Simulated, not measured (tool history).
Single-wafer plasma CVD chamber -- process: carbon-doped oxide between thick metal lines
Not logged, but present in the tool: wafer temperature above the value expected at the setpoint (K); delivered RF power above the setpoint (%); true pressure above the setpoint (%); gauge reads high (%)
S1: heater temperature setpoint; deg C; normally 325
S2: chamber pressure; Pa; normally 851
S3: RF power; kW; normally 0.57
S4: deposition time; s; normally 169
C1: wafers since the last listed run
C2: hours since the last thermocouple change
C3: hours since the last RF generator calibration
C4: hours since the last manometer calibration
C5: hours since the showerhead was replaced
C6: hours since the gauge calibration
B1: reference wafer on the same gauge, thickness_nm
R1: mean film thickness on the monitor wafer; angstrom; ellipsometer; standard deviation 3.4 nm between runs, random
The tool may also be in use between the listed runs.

run,hour,S1,S2,S3,S4,C1,C2,C3,C4,C5,C6,B1,R1
1,0,330,851,0.57,196,0,2383.8,1293.3,403.9,21.4,2090.1,899.767,11655.48
2,66.2,330,851,0.57,196,580,2450,1359.5,470.1,87.6,2156.3,899.945,11554.69
# hour 100.4: thermocouple changed; heater temperature recalibrated
3,117.5,330,851,0.57,196,379,17.1,1410.8,521.4,138.9,2207.6,899.94,11528.23
4,155.9,325,851,0.57,169,336,55.5,1449.2,559.8,177.3,2246,900.508,10150.79
5,201.1,325,851,0.57,169,396,100.7,1494.4,605,222.5,2291.2,900.511,10157.46
6,235.3,325,851,0.57,169,299,134.9,1528.6,639.2,256.7,2325.4,899.934,10150.55
7,262.9,325,851,0.57,169,241,162.5,1556.2,666.8,284.3,2353,900.04,10200.61
# hour 320.3: RF generator calibrated
8,320.8,325,793,0.57,169,437,220.4,0.5,724.7,342.2,2410.9,899.781,10054.44
9,348.3,325,851,0.57,169,241,247.9,28,752.2,369.7,2438.4,900.017,10199.56
10,392.2,319,851,0.46,169,384,291.8,71.9,796.1,413.6,2482.3,900.757,9178.82
# hour 455.1: capacitance manometer re-zeroed and calibrated
11,455.6,332,921,0.465,193,485,355.2,135.3,0.5,477,2545.7,899.516,10217.61
12,477.4,325,851,0.57,169,191,377,157.1,22.3,498.8,2567.5,900.124,10132.79
13,533.6,317,851,0.57,169,492,433.2,213.3,78.5,555,2623.7,899.617,10415.74
14,584.2,325,851,0.57,169,443,483.8,263.9,129.1,605.6,2674.3,899.971,10178.7
15,631.4,325,851,0.57,169,413,531,311.1,176.3,652.8,2721.5,899.735,10153.87
# hour 668.5: gauge calibrated
16,672,325,851,0.57,137,355,571.6,351.7,216.9,693.4,3.5,899.752,8292.48
17,719.3,325,709,0.655,179,414,618.9,399,264.2,740.7,50.8,900.185,11483.29

Estimate the outcome of run 18 from the log above:
18,743.5,325,851,0.65,169,212,643.1,423.2,288.4,764.9,75,?,?

B1: 900.456
R1: 10927.4 angstrom
Without the tool's hidden state the same run would have given R1 10927.4 angstrom.

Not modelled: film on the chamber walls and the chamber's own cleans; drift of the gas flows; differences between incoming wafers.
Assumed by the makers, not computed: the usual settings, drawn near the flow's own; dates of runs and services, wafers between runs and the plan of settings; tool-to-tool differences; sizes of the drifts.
